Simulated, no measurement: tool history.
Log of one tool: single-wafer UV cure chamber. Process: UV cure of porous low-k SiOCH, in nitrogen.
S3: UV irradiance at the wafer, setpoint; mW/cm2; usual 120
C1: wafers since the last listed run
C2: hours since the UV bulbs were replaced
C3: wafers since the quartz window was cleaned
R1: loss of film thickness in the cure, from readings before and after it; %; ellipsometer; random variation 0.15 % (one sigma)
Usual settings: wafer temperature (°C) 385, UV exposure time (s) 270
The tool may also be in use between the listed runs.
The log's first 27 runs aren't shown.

Run 28, hour 327.2: usual settings; C1 60; C2 132.1; C3 313. Result: R1 16.335 %.
Run 29, hour 339.9: usual settings; C1 79; C2 144.8; C3 392. Result: R1 16.306 %.
Run 30, hour 354.5: usual settings but wafer temperature (°C) 373; C1 91; C2 159.4; C3 483. Result: R1 16 %.
Run 31, hour 369.7: usual settings but S3 88 mW/cm2; C1 94; C2 174.6; C3 578. Result: R1 14.518 %.
Run 32, hour 380.8: usual settings; C1 69; C2 185.7; C3 647. Result: R1 16.092 %.
Run 33, hour 393.4: usual settings but wafer temperature (°C) 376, S3 152 mW/cm2; C1 78; C2 198.3; C3 726. Result: R1 17.361 %.
Run 34, hour 409.9: usual settings but S3 89 mW/cm2; C1 102; C2 214.8; C3 829. Result: R1 14.424 %.
Run 35, hour 416.4: usual settings; C1 40; C2 221.3; C3 869. Result: R1 16.194 %.
Run 36, hour 433.3: usual settings but UV exposure time (s) 190; C1 105; C2 238.2; C3 975. Result: R1 14.072 %.

Run 37 comes next. What will it give?
Run 37, hour 450.2: usual settings but wafer temperature (°C) 370, UV exposure time (s) 385; C1 105; C2 255.1; C3 1080. Result: R1 ?.

Run 37 gave R1 17.783 %.
Without the tool's hidden state the same run would have given R1 18.685 %.

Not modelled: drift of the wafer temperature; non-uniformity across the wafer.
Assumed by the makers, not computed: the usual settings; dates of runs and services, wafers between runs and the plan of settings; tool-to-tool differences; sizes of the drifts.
